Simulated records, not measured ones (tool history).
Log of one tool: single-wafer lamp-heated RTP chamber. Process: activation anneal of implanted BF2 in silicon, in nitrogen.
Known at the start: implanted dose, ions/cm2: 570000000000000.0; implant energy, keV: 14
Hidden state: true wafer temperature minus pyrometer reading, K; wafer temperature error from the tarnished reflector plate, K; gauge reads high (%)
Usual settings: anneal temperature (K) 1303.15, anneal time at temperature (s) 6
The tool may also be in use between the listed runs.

| run | hour | anneal temperature (K) | anneal time at temperature (s) | wafers since the last listed run | wafers since the last pyrometer calibration | wafers since the reflector plate was cleaned | hours since the gauge calibration | read-back reference wafer on the same gauge, sheet resistance | sheet resistance of the implanted and annealed layer (ohm/square) |
|---|---|---|---|---|---|---|---|---|---|
| 1 | 0 | 1303.15 | 6 | 0 | 3081 | 3853 | 967 | 241.87 | 282.18 |
| 2 | 71.9 | 1303.15 | 6 | 913 | 3995 | 4767 | 1038.9 | 241.45 | 281.24 |
| 3 | 112.3 | 1303.15 | 6 | 513 | 4508 | 5280 | 1079.3 | 241.18 | 280.01 |
| 4 | 172.4 | 1303.15 | 6 | 763 | 5271 | 6043 | 1139.4 | 241.13 | 280.23 |
| 5 | 239.5 | 1289.15 | 4 | 852 | 6123 | 6895 | 1206.5 | 240.88 | 302.65 |
| 6 | 295.4 | 1303.15 | 6 | 709 | 6833 | 7605 | 1262.4 | 241.07 | 280.03 |
|  | 357.5 | pyrometer window cleaned and pyrometer calibrated |
| 7 | 358 | 1303.15 | 6 | 693 | 5 | 8299 | 1325 | 240.69 | 282.04 |
| 8 | 416.3 | 1303.15 | 4 | 740 | 746 | 9039 | 1383.3 | 240.76 | 287.32 |
| 9 | 447.8 | 1303.15 | 4 | 400 | 1146 | 9439 | 1414.8 | 240.56 | 288.87 |
|  | 551.5 | reflector plate cleaned |
| 10 | 654.3 | 1303.15 | 4 | 2521 | 3667 | 1305 | 1621.3 | 240.51 | 286.85 |
|  | 700 | gauge calibrated |
| 11 | 722.3 | 1303.15 | 6 | 863 | 4531 | 2168 | 22.3 | 248.55 | 289.61 |
| 12 | 762.4 | 1303.15 | 6 | 509 | 5040 | 2678 | 62.4 | 247.66 | 288.74 |
| 13 | 819 | 1303.15 | 6 | 718 | 5759 | 3397 | 119 | 247.09 | 287.95 |
|  | 921 | pyrometer window cleaned and pyrometer calibrated |
| 14 | 979.2 | 1303.15 | 6 | 1933 | 739 | 5330 | 279.2 | 245.27 | 284.21 |
| 15 | 1012.3 | 1303.15 | 6 | 420 | 1159 | 5750 | 312.3 | 245.11 | 284.19 |
| 16 | 1071.5 | 1281.15 | 8 | 751 | 1911 | 6502 | 371.5 | 244.66 | 300.12 |
| 17 | 1102.7 | 1280.15 | 3 | 396 | 2307 | 6898 | 402.7 | 244.47 | 323.73 |
| 18 | 1146.4 | 1329.15 | 8 | 555 | 2862 | 7453 | 446.4 | 243.85 | 257.57 |
| 19 | 1187.7 | 1290.15 | 5 | 524 | 3387 | 7978 | 487.7 | 243.61 | 300.22 |
| 20 | 1220.1 | 1327.15 | 9 | 411 | 3798 | 8389 | 520.1 | 243.55 | 255.88 |
| 21 | 1267.6 | 1316.15 | 8 | 603 | 4402 | 8993 | 567.6 | 243.44 | 264.64 |
|  | 1305.3 | reflector plate cleaned |
| 22 | 1329.2 | 1303.15 | 6 | 680 | 5083 | 303 | 629.2 | 243.01 | 283.21 |
| 23 | 1375.1 | 1320.15 | 4 | 582 | 5666 | 886 | 675.1 | 242.86 | 275.26 |
| 24 | 1405.6 | 1303.15 | 6 | 387 | 6053 | 1273 | 705.6 | 242.45 | 281.9 |
|  | 1443.9 | pyrometer window cleaned and pyrometer calibrated |
| 25 | 1477.5 | 1303.15 | 6 | 811 | 426 | 2085 | 777.5 | 242.27 | 279.7 |
| 26 | 1518.6 | 1303.15 | 5 | 522 | 948 | 2607 | 818.6 | 242.15 | 285.44 |
| 27 | 1588 | 1303.15 | 6 | 881 | 1829 | 3488 | 888 | 241.94 | 281.54 |
| 28 | 1658.4 | 1332.15 | 6 | 894 | 2724 | 4382 | 958.4 | 241.77 | 258.39 |
| 29 | 1700.9 | 1303.15 | 6 | 539 | 3263 | 4922 | 1000.9 | 241.58 | 282.39 |

3 ways to go on from here, each from the tool as it stands after run 29. What would each give?
| A | 1701.3 | 1313.15 | 6 | 5 | 3268 | 4927 | 1001.3 | ? | ? |
| B | 1701.3 | 1287.15 | 5 | 5 | 3268 | 4927 | 1001.3 | ? | ? |
| C | 1701.3 | 1284.15 | 8 | 5 | 3268 | 4927 | 1001.3 | ? | ? |

| run | read-back reference wafer on the same gauge, sheet resistance | sheet resistance of the implanted and annealed layer (ohm/square) |
|---|---|---|
| A | 241.42 | 273.14 |
| B | 241.42 | 301.6 |
| C | 241.42 | 293.32 |
Without the tool's hidden state the same runs would have given:
| run | sheet resistance of the implanted and annealed layer (ohm/square) |
|---|---|
| A | 281.54 |
| B | 310.86 |
| C | 302.33 |
